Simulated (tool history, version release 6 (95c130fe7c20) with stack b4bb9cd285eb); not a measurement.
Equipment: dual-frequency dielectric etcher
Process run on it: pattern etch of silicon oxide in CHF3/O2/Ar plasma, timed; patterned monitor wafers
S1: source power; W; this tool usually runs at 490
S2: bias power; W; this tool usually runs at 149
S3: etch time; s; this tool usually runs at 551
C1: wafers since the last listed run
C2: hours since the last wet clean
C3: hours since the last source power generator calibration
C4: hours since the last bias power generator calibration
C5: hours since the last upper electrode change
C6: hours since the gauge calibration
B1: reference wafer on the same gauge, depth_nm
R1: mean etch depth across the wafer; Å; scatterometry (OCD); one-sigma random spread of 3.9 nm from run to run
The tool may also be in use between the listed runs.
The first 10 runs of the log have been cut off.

Run 11, hour 223.9: usual settings but S1 450 W, S2 186 W, S3 687 s; C1 66; C2 122.9; C3 3621.7; C4 5209.8; C5 4260.8; C6 62.4; B1 921.8. Result: R1 12152 Å.
At hour 238: source power generator calibrated.
Run 12, hour 246.9: usual settings; C1 77; C2 145.9; C3 8.9; C4 5232.8; C5 4283.8; C6 85.4; B1 925.7. Result: R1 9460 Å.
At hour 264: bias power generator calibrated.
Run 13, hour 282: usual settings but S1 410 W, S2 125 W; C1 126; C2 181; C3 44; C4 18; C5 4318.9; C6 120.5; B1 926.2. Result: R1 8294 Å.
Run 14, hour 301.9: usual settings but S1 420 W, S2 135 W, S3 485 s; C1 81; C2 200.9; C3 63.9; C4 37.9; C5 4338.8; C6 140.4; B1 928.4. Result: R1 7533 Å.
Run 15, hour 323.6: usual settings but S2 115 W, S3 687.5 s; C1 88; C2 222.6; C3 85.6; C4 59.6; C5 4360.5; C6 162.1; B1 929.9. Result: R1 11038 Å.
Run 16, hour 353.4: usual settings but S2 116 W, S3 479.5 s; C1 121; C2 252.4; C3 115.4; C4 89.4; C5 4390.3; C6 191.9; B1 932.2. Result: R1 7710 Å.
Run 17, hour 370.1: usual settings; C1 68; C2 269.1; C3 132.1; C4 106.1; C5 4407; C6 208.6; B1 931.2. Result: R1 9514 Å.
Run 18, hour 385.1: usual settings but S1 420 W, S2 161 W, S3 448 s; C1 61; C2 284.1; C3 147.1; C4 121.1; C5 4422; C6 223.6; B1 932.9. Result: R1 7389 Å.
At hour 409.7: upper electrode replaced.
Run 19, hour 410.2: usual settings; C1 4; C2 309.2; C3 172.2; C4 146.2; C5 0.5; C6 248.7; B1 934.7. Result: R1 9617 Å.
Run 20, hour 415.9: usual settings but S1 450 W, S2 186 W, S3 687 s; C1 23; C2 314.9; C3 177.9; C4 151.9; C5 6.2; C6 254.4; B1 934.5. Result: R1 12321 Å.
Run 21, hour 443.1: usual settings but S2 128 W; C1 110; C2 342.1; C3 205.1; C4 179.1; C5 33.4; C6 281.6; B1 935.6. Result: R1 9069 Å.
Run 22, hour 460.2: usual settings but S1 540 W, S2 119 W, S3 704.5 s; C1 69; C2 359.2; C3 222.2; C4 196.2; C5 50.5; C6 298.7; B1 935.8. Result: R1 11997 Å.
Run 23, hour 483: usual settings but S2 115 W; C1 92; C2 382; C3 245; C4 219; C5 73.3; C6 321.5; B1 938.3. Result: R1 8834 Å.
Run 24, hour 513.6: usual settings but S1 520 W, S2 170 W, S3 682 s; C1 124; C2 412.6; C3 275.6; C4 249.6; C5 103.9; C6 352.1; B1 937.9. Result: R1 12692 Å.
Run 25, hour 540.6: usual settings but S1 600 W, S2 178 W; C1 110; C2 439.6; C3 302.6; C4 276.6; C5 130.9; C6 379.1; B1 938.8. Result: R1 11014 Å.
Run 26, hour 564.2: usual settings but S1 440 W, S3 668.5 s; C1 96; C2 463.2; C3 326.2; C4 300.2; C5 154.5; C6 402.7; B1 939.2. Result: R1 11141 Å.
Run 27, hour 596.5: usual settings but S1 410 W, S3 459.5 s; C1 131; C2 495.5; C3 358.5; C4 332.5; C5 186.8; C6 435; B1 939.5. Result: R1 7361 Å.
Run 28, hour 630.6: usual settings but S1 400 W, S2 120 W, S3 419.5 s; C1 138; C2 529.6; C3 392.6; C4 366.6; C5 220.9; C6 469.1; B1 940.4. Result: R1 6276 Å.
Run 29, hour 658.8: usual settings; C1 114; C2 557.8; C3 420.8; C4 394.8; C5 249.1; C6 497.3; B1 940.8. Result: R1 9637 Å.
At hour 691.3: wet clean of the chamber.
Run 30, hour 691.8: usual settings but S1 540 W, S2 133 W, S3 648 s; C1 36; C2 0.5; C3 453.8; C4 427.8; C5 282.1; C6 530.3; B1 941.8. Result: R1 11500 Å.

Here are 4 independent what-if runs from the current tool condition. What would each one return?
Run A, hour 692.4: usual settings; C1 2; C2 1.1; C3 454.4; C4 428.4; C5 282.7; C6 530.9; B1 ?. Result: R1 ?.
Run B, hour 692.4: usual settings but S1 530 W, S2 113 W, S3 486 s; C1 2; C2 1.1; C3 454.4; C4 428.4; C5 282.7; C6 530.9; B1 ?. Result: R1 ?.
Run C, hour 692.4: usual settings but S1 420 W, S2 126 W, S3 617 s; C1 2; C2 1.1; C3 454.4; C4 428.4; C5 282.7; C6 530.9; B1 ?. Result: R1 ?.
Run D, hour 692.4: usual settings but S1 560 W; C1 2; C2 1.1; C3 454.4; C4 428.4; C5 282.7; C6 530.9; B1 ?. Result: R1 ?.

run   B1     R1
  A  942   9653
  B  942   8136
  C  942   9625
  D  942  10218
The same runs, with their run-to-run variation unchanged, on a tool lacking any hidden condition would have given:
run    R1
  A  9348
  B  7879
  C  9320
  D  9895

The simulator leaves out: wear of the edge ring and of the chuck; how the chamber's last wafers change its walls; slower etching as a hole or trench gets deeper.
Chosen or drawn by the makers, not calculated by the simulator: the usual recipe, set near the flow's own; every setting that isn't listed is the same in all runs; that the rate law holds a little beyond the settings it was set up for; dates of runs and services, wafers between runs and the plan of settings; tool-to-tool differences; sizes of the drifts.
